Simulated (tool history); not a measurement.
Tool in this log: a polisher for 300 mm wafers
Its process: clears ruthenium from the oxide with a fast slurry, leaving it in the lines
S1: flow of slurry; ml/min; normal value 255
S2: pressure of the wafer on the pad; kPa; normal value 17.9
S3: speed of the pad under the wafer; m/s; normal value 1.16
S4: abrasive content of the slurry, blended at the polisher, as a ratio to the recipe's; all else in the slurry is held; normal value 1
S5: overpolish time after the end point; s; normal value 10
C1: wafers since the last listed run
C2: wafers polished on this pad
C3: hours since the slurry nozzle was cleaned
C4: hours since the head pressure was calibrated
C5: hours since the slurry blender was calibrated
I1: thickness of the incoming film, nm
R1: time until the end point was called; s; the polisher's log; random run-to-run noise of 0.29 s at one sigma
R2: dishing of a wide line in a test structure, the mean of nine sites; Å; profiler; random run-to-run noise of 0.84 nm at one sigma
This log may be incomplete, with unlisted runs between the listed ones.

Run 1, hour 0: usual settings but S1 195 ml/min; C1 0; C2 984; C3 6.7; C4 665.4; C5 5.2; I1 157.8. Result: R1 33.9 s, R2 386 Å.
Run 2, hour 14.9: usual settings; C1 95; C2 1080; C3 21.6; C4 680.3; C5 20.1; I1 160.9. Result: R1 32.9 s, R2 387 Å.
At hour 29.3: worn pad replaced by a new one.
Run 3, hour 29.8: usual settings; C1 69; C2 3; C3 36.5; C4 695.2; C5 35; I1 159.9. Result: R1 31.7 s, R2 410 Å.
Run 4, hour 42: usual settings; C1 78; C2 81; C3 48.7; C4 707.4; C5 47.2; I1 159.4. Result: R1 31.9 s, R2 385 Å.
Run 5, hour 48.8: usual settings; C1 43; C2 125; C3 55.5; C4 714.2; C5 54; I1 161.6. Result: R1 32.8 s, R2 384 Å.
Run 6, hour 59.1: usual settings but S5 13 s; C1 66; C2 191; C3 65.8; C4 724.5; C5 64.3; I1 160.9. Result: R1 33 s, R2 490 Å.
Run 7, hour 76.5: usual settings but S5 13 s; C1 111; C2 302; C3 83.2; C4 741.9; C5 81.7; I1 159.1. Result: R1 32.8 s, R2 479 Å.
Run 8, hour 91.6: usual settings; C1 96; C2 399; C3 98.3; C4 757; C5 96.8; I1 159.7. Result: R1 32.6 s, R2 387 Å.
Run 9, hour 106.8: usual settings but S1 230 ml/min, S2 20.7 kPa; C1 97; C2 497; C3 113.5; C4 772.2; C5 112; I1 158.6. Result: R1 27.9 s, R2 419 Å.
Run 10, hour 114.8: usual settings but S1 190 ml/min, S5 13 s; C1 51; C2 548; C3 121.5; C4 780.2; C5 120; I1 159.1. Result: R1 34.2 s, R2 461 Å.
Run 11, hour 129.8: usual settings but S2 22.1 kPa, S4 0.8, S5 4 s; C1 96; C2 645; C3 136.5; C4 795.2; C5 135; I1 159.5. Result: R1 30.7 s, R2 185 Å.
Run 12, hour 138.3: usual settings but S1 305 ml/min; C1 54; C2 699; C3 145; C4 803.7; C5 143.5; I1 157. Result: R1 32.5 s, R2 401 Å.
Run 13, hour 154.7: usual settings; C1 105; C2 804; C3 161.4; C4 820.1; C5 159.9; I1 161.2. Result: R1 33.1 s, R2 380 Å.
Run 14, hour 165.5: usual settings but S3 1.34 m/s; C1 69; C2 874; C3 172.2; C4 830.9; C5 170.7; I1 158.2. Result: R1 28.1 s, R2 444 Å.
Run 15, hour 172.5: usual settings but S2 13.1 kPa, S4 1.25; C1 44; C2 919; C3 179.2; C4 837.9; C5 177.7; I1 161.6. Result: R1 40.7 s, R2 318 Å.
Run 16, hour 185.7: usual settings; C1 84; C2 1004; C3 192.4; C4 851.1; C5 190.9; I1 158. Result: R1 32.2 s, R2 389 Å.
Run 17, hour 201.4: usual settings but S3 1.4 m/s, S4 1.15, S5 6 s; C1 100; C2 1104; C3 208.1; C4 866.8; C5 206.6; I1 159.7. Result: R1 25.7 s, R2 301 Å.
Run 18, hour 218.2: usual settings but S2 22.1 kPa, S3 1.26 m/s, S5 13 s; C1 107; C2 1212; C3 224.9; C4 883.6; C5 223.4; I1 160.6. Result: R1 25.2 s, R2 588 Å.
At hour 225.5: head pressure recalibrated.
Run 19, hour 228.8: usual settings but S1 175 ml/min; C1 55; C2 1267; C3 235.5; C4 3.3; C5 234; I1 161.8. Result: R1 34.8 s, R2 352 Å.
Run 20, hour 239.6: usual settings but S1 300 ml/min, S4 1.2; C1 69; C2 1337; C3 246.3; C4 14.1; C5 244.8; I1 160.6. Result: R1 30.2 s, R2 398 Å.
Run 21, hour 255.8: usual settings but S2 12.4 kPa; C1 104; C2 1441; C3 262.5; C4 30.3; C5 261; I1 161.3. Result: R1 48.3 s, R2 274 Å.
At hour 265.4: worn pad replaced by a new one.
Run 22, hour 265.9: usual settings but S2 15.2 kPa, S3 1.52 m/s, S4 0.9, S5 12 s; C1 39; C2 3; C3 272.6; C4 40.4; C5 271.1; I1 160.9. Result: R1 30.5 s, R2 490 Å.
Run 23, hour 276.9: usual settings; C1 70; C2 73; C3 283.6; C4 51.4; C5 282.1; I1 159.4. Result: R1 31.7 s, R2 391 Å.
Run 24, hour 300.9: usual settings but S2 22.1 kPa, S5 7 s; C1 154; C2 227; C3 307.6; C4 75.4; C5 306.1; I1 157.6. Result: R1 26.5 s, R2 348 Å.
Run 25, hour 318.1: usual settings; C1 110; C2 338; C3 324.8; C4 92.6; C5 323.3; I1 157.4. Result: R1 32.4 s, R2 394 Å.
Run 26, hour 330.4: usual settings but S3 0.78 m/s, S5 8 s; C1 78; C2 417; C3 337.1; C4 104.9; C5 335.6; I1 162.6. Result: R1 49.8 s, R2 221 Å.
Run 27, hour 346.3: usual settings but S3 0.82 m/s; C1 102; C2 519; C3 353; C4 120.8; C5 351.5; I1 163.2. Result: R1 47.8 s, R2 290 Å.
Run 28, hour 358.2: usual settings; C1 76; C2 595; C3 364.9; C4 132.7; C5 363.4; I1 160.8. Result: R1 33.4 s, R2 392 Å.
Run 29, hour 372.3: usual settings but S2 13.1 kPa, S3 0.86 m/s; C1 90; C2 686; C3 379; C4 146.8; C5 377.5; I1 158.2. Result: R1 60.7 s, R2 220 Å.

Take each entry between the runs: how does the hidden state at the last listed run before it differ from the hidden state at the first listed run after it?
Between runs 2 and 3: worn pad replaced by a new one (hour 29.3)
  removal rate lost through wear of the pad, %: 3.99 -> 0.205
  difference, measured minus the result without the unlogged condition, R1: +1.3 -> +0 s; R2: -13 -> +0 Å
Between runs 18 and 19: head pressure recalibrated (hour 225.5)
  removal rate lost through wear of the pad, %: 4.14 -> 4.18
  difference, measured minus the result without the unlogged condition, R1: +1.1 -> +1.4 s; R2: -19 -> -14 Å
Between runs 21 and 22: worn pad replaced by a new one (hour 265.4)
  removal rate lost through wear of the pad, %: 4.25 -> 0.609
  difference, measured minus the result without the unlogged condition, R1: +2 -> +0.2 s; R2: -10 -> -3 Å
